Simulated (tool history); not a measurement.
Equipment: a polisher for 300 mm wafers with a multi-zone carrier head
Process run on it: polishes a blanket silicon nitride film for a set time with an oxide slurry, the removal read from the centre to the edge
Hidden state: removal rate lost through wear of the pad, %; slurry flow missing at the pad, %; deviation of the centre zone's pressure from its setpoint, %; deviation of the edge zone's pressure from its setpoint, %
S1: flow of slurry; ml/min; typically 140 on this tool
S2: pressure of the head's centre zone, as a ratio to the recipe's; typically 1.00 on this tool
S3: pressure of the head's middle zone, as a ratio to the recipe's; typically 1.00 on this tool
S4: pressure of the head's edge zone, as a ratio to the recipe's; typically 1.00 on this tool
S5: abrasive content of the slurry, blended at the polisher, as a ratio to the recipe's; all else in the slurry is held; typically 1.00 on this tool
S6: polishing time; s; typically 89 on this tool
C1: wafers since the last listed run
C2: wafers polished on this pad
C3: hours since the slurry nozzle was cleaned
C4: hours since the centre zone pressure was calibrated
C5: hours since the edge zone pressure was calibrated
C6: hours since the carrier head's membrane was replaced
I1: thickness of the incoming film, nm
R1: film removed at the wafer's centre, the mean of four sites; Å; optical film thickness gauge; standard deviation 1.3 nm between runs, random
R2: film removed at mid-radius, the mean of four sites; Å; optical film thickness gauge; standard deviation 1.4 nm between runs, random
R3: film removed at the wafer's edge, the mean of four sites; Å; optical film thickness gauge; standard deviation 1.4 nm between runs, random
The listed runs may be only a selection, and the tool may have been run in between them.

{"run": 1, "hour": 0.0, "S1": 140, "S2": 1.0, "S3": 1.0, "S4": 1.0, "S5": 0.75, "S6": 89, "C1": 0, "C2": 454, "C3": 0.5, "C4": 897.2, "C5": 1196.3, "C6": 1175.6, "I1": 568.2, "R1": 863, "R2": 862, "R3": 866}
{"hour": 11.5, "done": "edge zone pressure recalibrated"}
{"run": 2, "hour": 13.1, "S1": 95, "S2": 0.96, "S3": 1.0, "S4": 1.0, "S5": 1.0, "S6": 89, "C1": 133, "C2": 587, "C3": 13.6, "C4": 910.3, "C5": 1.6, "C6": 1188.7, "I1": 580.3, "R1": 860, "R2": 900, "R3": 960}
{"run": 3, "hour": 22.4, "S1": 140, "S2": 0.9, "S3": 1.0, "S4": 1.08, "S5": 1.0, "S6": 89, "C1": 111, "C2": 699, "C3": 22.9, "C4": 919.6, "C5": 10.9, "C6": 1198.0, "I1": 573.7, "R1": 903, "R2": 1042, "R3": 1051}
{"hour": 32.7, "done": "centre zone pressure recalibrated"}
{"run": 4, "hour": 33.2, "S1": 140, "S2": 1.0, "S3": 1.0, "S4": 1.0, "S5": 1.0, "S6": 89, "C1": 105, "C2": 805, "C3": 33.7, "C4": 0.5, "C5": 21.7, "C6": 1208.8, "I1": 582.4, "R1": 1014, "R2": 1006, "R3": 1032}
{"hour": 41.8, "done": "carrier head's membrane replaced by a new one"}
{"run": 5, "hour": 42.3, "S1": 140, "S2": 1.0, "S3": 1.04, "S4": 1.0, "S5": 1.1, "S6": 89, "C1": 49, "C2": 854, "C3": 42.8, "C4": 9.6, "C5": 30.8, "C6": 0.5, "I1": 582.7, "R1": 1039, "R2": 1074, "R3": 1055}
{"run": 6, "hour": 55.2, "S1": 140, "S2": 1.1, "S3": 1.0, "S4": 1.0, "S5": 1.0, "S6": 89, "C1": 154, "C2": 1009, "C3": 55.7, "C4": 22.5, "C5": 43.7, "C6": 13.4, "I1": 577.4, "R1": 1099, "R2": 998, "R3": 1004}
{"hour": 73.0, "done": "worn pad replaced by a new one"}
{"run": 7, "hour": 73.5, "S1": 140, "S2": 1.0, "S3": 1.0, "S4": 1.0, "S5": 1.3, "S6": 89, "C1": 171, "C2": 6, "C3": 74.0, "C4": 40.8, "C5": 62.0, "C6": 31.7, "I1": 579.6, "R1": 1125, "R2": 1126, "R3": 1172}
{"run": 8, "hour": 83.2, "S1": 140, "S2": 1.0, "S3": 1.0, "S4": 1.0, "S5": 1.0, "S6": 89, "C1": 116, "C2": 122, "C3": 83.7, "C4": 50.5, "C5": 71.7, "C6": 41.4, "I1": 575.2, "R1": 991, "R2": 990, "R3": 1036}
{"run": 9, "hour": 95.9, "S1": 120, "S2": 1.0, "S3": 1.0, "S4": 1.0, "S5": 1.0, "S6": 114, "C1": 152, "C2": 275, "C3": 96.4, "C4": 63.2, "C5": 84.4, "C6": 54.1, "I1": 576.1, "R1": 1234, "R2": 1262, "R3": 1282}
{"run": 10, "hour": 107.0, "S1": 140, "S2": 1.0, "S3": 1.09, "S4": 1.0, "S5": 1.0, "S6": 74, "C1": 133, "C2": 408, "C3": 107.5, "C4": 74.3, "C5": 95.5, "C6": 65.2, "I1": 576.0, "R1": 834, "R2": 893, "R3": 850}
{"run": 11, "hour": 116.3, "S1": 140, "S2": 1.0, "S3": 1.06, "S4": 1.08, "S5": 0.9, "S6": 63, "C1": 111, "C2": 520, "C3": 116.8, "C4": 83.6, "C5": 104.8, "C6": 74.5, "I1": 572.6, "R1": 673, "R2": 731, "R3": 714}
{"run": 12, "hour": 130.8, "S1": 140, "S2": 1.0, "S3": 1.0, "S4": 1.0, "S5": 1.0, "S6": 89, "C1": 174, "C2": 694, "C3": 131.3, "C4": 98.1, "C5": 119.3, "C6": 89.0, "I1": 583.3, "R1": 1030, "R2": 998, "R3": 1042}
{"run": 13, "hour": 142.8, "S1": 185, "S2": 1.08, "S3": 1.0, "S4": 1.08, "S5": 1.0, "S6": 108, "C1": 144, "C2": 838, "C3": 143.3, "C4": 110.1, "C5": 131.3, "C6": 101.0, "I1": 591.4, "R1": 1385, "R2": 1300, "R3": 1347}
{"run": 14, "hour": 151.8, "S1": 140, "S2": 1.0, "S3": 1.0, "S4": 0.89, "S5": 1.0, "S6": 89, "C1": 108, "C2": 946, "C3": 152.3, "C4": 119.1, "C5": 140.3, "C6": 110.0, "I1": 582.3, "R1": 1025, "R2": 1000, "R3": 971}
{"run": 15, "hour": 158.3, "S1": 140, "S2": 1.0, "S3": 1.0, "S4": 1.0, "S5": 1.0, "S6": 89, "C1": 78, "C2": 1024, "C3": 158.8, "C4": 125.6, "C5": 146.8, "C6": 116.5, "I1": 578.2, "R1": 995, "R2": 1021, "R3": 1028}
{"run": 16, "hour": 167.8, "S1": 140, "S2": 1.0, "S3": 1.0, "S4": 1.03, "S5": 1.25, "S6": 89, "C1": 114, "C2": 1138, "C3": 168.3, "C4": 135.1, "C5": 156.3, "C6": 126.0, "I1": 587.3, "R1": 1087, "R2": 1115, "R3": 1127}
{"hour": 174.3, "done": "worn pad replaced by a new one"}
{"run": 17, "hour": 183.1, "S1": 140, "S2": 1.0, "S3": 1.0, "S4": 0.96, "S5": 0.8, "S6": 113, "C1": 135, "C2": 105, "C3": 183.6, "C4": 150.4, "C5": 171.6, "C6": 141.3, "I1": 590.5, "R1": 1142, "R2": 1151, "R3": 1146}
{"run": 18, "hour": 191.6, "S1": 140, "S2": 1.0, "S3": 0.95, "S4": 1.12, "S5": 1.0, "S6": 89, "C1": 102, "C2": 207, "C3": 192.1, "C4": 158.9, "C5": 180.1, "C6": 149.8, "I1": 582.7, "R1": 1006, "R2": 972, "R3": 1096}
{"run": 19, "hour": 201.9, "S1": 175, "S2": 1.08, "S3": 1.0, "S4": 0.95, "S5": 1.0, "S6": 70, "C1": 123, "C2": 331, "C3": 202.4, "C4": 169.2, "C5": 190.4, "C6": 160.1, "I1": 573.9, "R1": 896, "R2": 836, "R3": 820}
{"run": 20, "hour": 212.2, "S1": 155, "S2": 1.0, "S3": 1.0, "S4": 1.0, "S5": 1.0, "S6": 89, "C1": 123, "C2": 455, "C3": 212.7, "C4": 179.5, "C5": 200.7, "C6": 170.4, "I1": 583.7, "R1": 1034, "R2": 1014, "R3": 1048}
{"run": 21, "hour": 222.4, "S1": 125, "S2": 1.0, "S3": 1.0, "S4": 1.1, "S5": 1.1, "S6": 118, "C1": 122, "C2": 577, "C3": 222.9, "C4": 189.7, "C5": 210.9, "C6": 180.6, "I1": 578.1, "R1": 1313, "R2": 1394, "R3": 1477}

What if the next run were any one of these 5? Each begins from the tool's condition after run 21:
{"run": "A", "hour": 222.8, "S1": 140, "S2": 1.0, "S3": 1.0, "S4": 1.0, "S5": 1.0, "S6": 89, "C1": 4, "C2": 582, "C3": 223.3, "C4": 190.1, "C5": 211.3, "C6": 181.0, "I1": 589.0, "R1": "?", "R2": "?", "R3": "?"}
{"run": "B", "hour": 222.8, "S1": 185, "S2": 1.0, "S3": 1.0, "S4": 1.0, "S5": 0.75, "S6": 74, "C1": 4, "C2": 582, "C3": 223.3, "C4": 190.1, "C5": 211.3, "C6": 181.0, "I1": 589.0, "R1": "?", "R2": "?", "R3": "?"}
{"run": "C", "hour": 222.8, "S1": 155, "S2": 1.0, "S3": 1.0, "S4": 1.0, "S5": 1.0, "S6": 67, "C1": 4, "C2": 582, "C3": 223.3, "C4": 190.1, "C5": 211.3, "C6": 181.0, "I1": 589.0, "R1": "?", "R2": "?", "R3": "?"}
{"run": "D", "hour": 222.8, "S1": 140, "S2": 1.0, "S3": 1.11, "S4": 1.04, "S5": 0.9, "S6": 89, "C1": 4, "C2": 582, "C3": 223.3, "C4": 190.1, "C5": 211.3, "C6": 181.0, "I1": 589.0, "R1": "?", "R2": "?", "R3": "?"}
{"run": "E", "hour": 222.8, "S1": 140, "S2": 1.0, "S3": 1.0, "S4": 1.0, "S5": 1.0, "S6": 66, "C1": 4, "C2": 582, "C3": 223.3, "C4": 190.1, "C5": 211.3, "C6": 181.0, "I1": 589.0, "R1": "?", "R2": "?", "R3": "?"}

run=A R1=1007 R2=1002 R3=1028
run=B R1=768 R2=760 R3=768
run=C R1=777 R2=771 R3=786
run=D R1=958 R2=1041 R3=994
run=E R1=747 R2=743 R3=762
Take away the tool's hidden state, keep each run's random variation, and the runs would have read:
run=A R1=1007 R2=1002 R3=1028
run=B R1=768 R2=760 R3=768
run=C R1=777 R2=771 R3=786
run=D R1=958 R2=1041 R3=994
run=E R1=747 R2=743 R3=762

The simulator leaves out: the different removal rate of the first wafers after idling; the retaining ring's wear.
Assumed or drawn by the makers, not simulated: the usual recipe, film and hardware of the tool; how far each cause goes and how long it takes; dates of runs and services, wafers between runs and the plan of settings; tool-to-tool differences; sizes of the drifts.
